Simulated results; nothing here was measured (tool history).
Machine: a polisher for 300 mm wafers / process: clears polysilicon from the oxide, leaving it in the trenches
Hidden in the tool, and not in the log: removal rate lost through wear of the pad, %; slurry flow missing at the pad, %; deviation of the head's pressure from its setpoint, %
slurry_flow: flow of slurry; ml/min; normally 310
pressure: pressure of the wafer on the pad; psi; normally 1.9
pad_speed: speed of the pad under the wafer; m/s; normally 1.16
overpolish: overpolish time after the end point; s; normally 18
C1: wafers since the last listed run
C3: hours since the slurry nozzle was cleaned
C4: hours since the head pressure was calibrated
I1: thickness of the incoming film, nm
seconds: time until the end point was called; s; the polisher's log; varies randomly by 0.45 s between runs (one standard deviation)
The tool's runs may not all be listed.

{"run": 1, "hour": 0.0, "slurry_flow": 310, "pressure": 1.9, "pad_speed": 1.16, "overpolish": 18, "C1": 0, "wafers polished on this pad": 785, "C3": 611.8, "C4": 1028, "I1": 797.7, "seconds": 83.3}
{"hour": 3.8, "done": "worn pad replaced by a new one"}
{"run": 2, "hour": 6.5, "slurry_flow": 310, "pressure": 1.9, "pad_speed": 1.16, "overpolish": 18, "C1": 16, "wafers polished on this pad": 16, "C3": 618.3, "C4": 1034.5, "I1": 786.5, "seconds": 77.8}
{"run": 3, "hour": 18.7, "slurry_flow": 310, "pressure": 1.9, "pad_speed": 1.16, "overpolish": 18, "C1": 75, "wafers polished on this pad": 92, "C3": 630.5, "C4": 1046.7, "I1": 801.1, "seconds": 78.4}
{"run": 4, "hour": 25.9, "slurry_flow": 310, "pressure": 1.9, "pad_speed": 1.16, "overpolish": 18, "C1": 44, "wafers polished on this pad": 137, "C3": 637.7, "C4": 1053.9, "I1": 790.3, "seconds": 77.7}
{"run": 5, "hour": 37.3, "slurry_flow": 310, "pressure": 1.9, "pad_speed": 1.28, "overpolish": 18, "C1": 70, "wafers polished on this pad": 208, "C3": 649.1, "C4": 1065.3, "I1": 787.2, "seconds": 72.4}
{"run": 6, "hour": 51.4, "slurry_flow": 310, "pressure": 1.9, "pad_speed": 1.28, "overpolish": 18, "C1": 87, "wafers polished on this pad": 296, "C3": 663.2, "C4": 1079.4, "I1": 797.7, "seconds": 73.4}
{"run": 7, "hour": 61.5, "slurry_flow": 310, "pressure": 1.9, "pad_speed": 1.28, "overpolish": 18, "C1": 62, "wafers polished on this pad": 359, "C3": 673.3, "C4": 1089.5, "I1": 797.3, "seconds": 74.1}
{"run": 8, "hour": 71.2, "slurry_flow": 310, "pressure": 1.9, "pad_speed": 1.16, "overpolish": 18, "C1": 60, "wafers polished on this pad": 419, "C3": 683, "C4": 1099.2, "I1": 776.4, "seconds": 79.7}
{"run": 9, "hour": 88.2, "slurry_flow": 310, "pressure": 1.9, "pad_speed": 1.16, "overpolish": 18, "C1": 105, "wafers polished on this pad": 525, "C3": 700, "C4": 1116.2, "I1": 795.9, "seconds": 81.5}
{"run": 10, "hour": 99.3, "slurry_flow": 310, "pressure": 2.1, "pad_speed": 0.98, "overpolish": 18, "C1": 69, "wafers polished on this pad": 594, "C3": 711.1, "C4": 1127.3, "I1": 798.9, "seconds": 87.9}
{"run": 11, "hour": 112.8, "slurry_flow": 310, "pressure": 2.1, "pad_speed": 0.98, "overpolish": 18, "C1": 84, "wafers polished on this pad": 678, "C3": 724.6, "C4": 1140.8, "I1": 788.9, "seconds": 88.4}
{"hour": 119.6, "done": "worn pad replaced by a new one"}
{"run": 12, "hour": 126.8, "slurry_flow": 310, "pressure": 1.9, "pad_speed": 1.16, "overpolish": 18, "C1": 62, "wafers polished on this pad": 44, "C3": 738.6, "C4": 1154.8, "I1": 798.3, "seconds": 81}
{"run": 13, "hour": 137.3, "slurry_flow": 310, "pressure": 1.9, "pad_speed": 1.16, "overpolish": 18, "C1": 65, "wafers polished on this pad": 110, "C3": 749.1, "C4": 1165.3, "I1": 786.7, "seconds": 78.2}
{"hour": 151.3, "done": "head pressure recalibrated"}
{"run": 14, "hour": 151.8, "slurry_flow": 310, "pressure": 1.9, "pad_speed": 1.16, "overpolish": 18, "C1": 77, "wafers polished on this pad": 187, "C3": 763.6, "C4": 0.5, "I1": 797.4, "seconds": 73}
{"run": 15, "hour": 163.2, "slurry_flow": 310, "pressure": 1.9, "pad_speed": 1.16, "overpolish": 18, "C1": 70, "wafers polished on this pad": 258, "C3": 775, "C4": 11.9, "I1": 800.8, "seconds": 73.4}
{"hour": 164.3, "done": "slurry nozzle cleaned"}
{"run": 16, "hour": 172.4, "slurry_flow": 245, "pressure": 2.6, "pad_speed": 1.16, "overpolish": 18, "C1": 51, "wafers polished on this pad": 309, "C3": 8.1, "C4": 21.1, "I1": 775.8, "seconds": 54.8}
{"run": 17, "hour": 178.8, "slurry_flow": 310, "pressure": 2.4, "pad_speed": 1.16, "overpolish": 28, "C1": 39, "wafers polished on this pad": 349, "C3": 14.5, "C4": 27.5, "I1": 789.4, "seconds": 58.3}
{"run": 18, "hour": 192.3, "slurry_flow": 310, "pressure": 1.9, "pad_speed": 1.16, "overpolish": 18, "C1": 84, "wafers polished on this pad": 433, "C3": 28, "C4": 41, "I1": 785.8, "seconds": 73.5}
{"run": 19, "hour": 205.9, "slurry_flow": 310, "pressure": 2.3, "pad_speed": 0.78, "overpolish": 28, "C1": 84, "wafers polished on this pad": 518, "C3": 41.6, "C4": 54.6, "I1": 778, "seconds": 88}
{"run": 20, "hour": 219.6, "slurry_flow": 200, "pressure": 1.4, "pad_speed": 1.16, "overpolish": 18, "C1": 85, "wafers polished on this pad": 603, "C3": 55.3, "C4": 68.3, "I1": 784.5, "seconds": 107.1}
{"run": 21, "hour": 231.6, "slurry_flow": 310, "pressure": 1.9, "pad_speed": 1.34, "overpolish": 23, "C1": 74, "wafers polished on this pad": 678, "C3": 67.3, "C4": 80.3, "I1": 794.5, "seconds": 65.8}
{"hour": 240.7, "done": "worn pad replaced by a new one"}
{"run": 22, "hour": 243.2, "slurry_flow": 310, "pressure": 1.9, "pad_speed": 1.28, "overpolish": 18, "C1": 47, "wafers polished on this pad": 15, "C3": 78.9, "C4": 91.9, "I1": 791.1, "seconds": 65.2}
{"run": 23, "hour": 256.2, "slurry_flow": 310, "pressure": 2.1, "pad_speed": 1.56, "overpolish": 14, "C1": 80, "wafers polished on this pad": 96, "C3": 91.9, "C4": 104.9, "I1": 797.4, "seconds": 49.2}
{"run": 24, "hour": 262.5, "slurry_flow": 225, "pressure": 1.9, "pad_speed": 1.36, "overpolish": 18, "C1": 39, "wafers polished on this pad": 135, "C3": 98.2, "C4": 111.2, "I1": 782.2, "seconds": 63}
{"run": 25, "hour": 276.2, "slurry_flow": 310, "pressure": 2.4, "pad_speed": 1.38, "overpolish": 28, "C1": 85, "wafers polished on this pad": 221, "C3": 111.9, "C4": 124.9, "I1": 780.2, "seconds": 48.1}
{"run": 26, "hour": 282.5, "slurry_flow": 245, "pressure": 1.9, "pad_speed": 1.16, "overpolish": 21, "C1": 39, "wafers polished on this pad": 260, "C3": 118.2, "C4": 131.2, "I1": 778.4, "seconds": 73.6}
{"run": 27, "hour": 291.0, "slurry_flow": 310, "pressure": 1.9, "pad_speed": 1.16, "overpolish": 18, "C1": 52, "wafers polished on this pad": 313, "C3": 126.7, "C4": 139.7, "I1": 796.6, "seconds": 74.1}
{"run": 28, "hour": 302.5, "slurry_flow": 310, "pressure": 1.6, "pad_speed": 1.44, "overpolish": 26, "C1": 71, "wafers polished on this pad": 384, "C3": 138.2, "C4": 151.2, "I1": 791.6, "seconds": 71.9}
{"run": 29, "hour": 313.1, "slurry_flow": 240, "pressure": 1.7, "pad_speed": 1.16, "overpolish": 23, "C1": 66, "wafers polished on this pad": 450, "C3": 148.8, "C4": 161.8, "I1": 780.9, "seconds": 85.3}

Branching from run 29: 4 alternative next runs. What would each branch give?
{"run": "A", "hour": 313.6, "slurry_flow": 250, "pressure": 1.9, "pad_speed": 1.16, "overpolish": 18, "C1": 3, "wafers polished on this pad": 454, "C3": 149.3, "C4": 162.3, "I1": 779.6, "seconds": "?"}
{"run": "B", "hour": 313.6, "slurry_flow": 265, "pressure": 1.5, "pad_speed": 1.42, "overpolish": 9, "C1": 3, "wafers polished on this pad": 454, "C3": 149.3, "C4": 162.3, "I1": 779.6, "seconds": "?"}
{"run": "C", "hour": 313.6, "slurry_flow": 345, "pressure": 1.9, "pad_speed": 1.16, "overpolish": 28, "C1": 3, "wafers polished on this pad": 454, "C3": 149.3, "C4": 162.3, "I1": 779.6, "seconds": "?"}
{"run": "D", "hour": 313.6, "slurry_flow": 310, "pressure": 1.9, "pad_speed": 1.5, "overpolish": 18, "C1": 3, "wafers polished on this pad": 454, "C3": 149.3, "C4": 162.3, "I1": 779.6, "seconds": "?"}

run=A seconds=74.6
run=B seconds=77.2
run=C seconds=72.2
run=D seconds=56.8
The same runs, with their run-to-run variation unchanged, on a tool lacking any hidden condition would have given:
run=A seconds=72.4
run=B seconds=74.9
run=C seconds=70
run=D seconds=55.2

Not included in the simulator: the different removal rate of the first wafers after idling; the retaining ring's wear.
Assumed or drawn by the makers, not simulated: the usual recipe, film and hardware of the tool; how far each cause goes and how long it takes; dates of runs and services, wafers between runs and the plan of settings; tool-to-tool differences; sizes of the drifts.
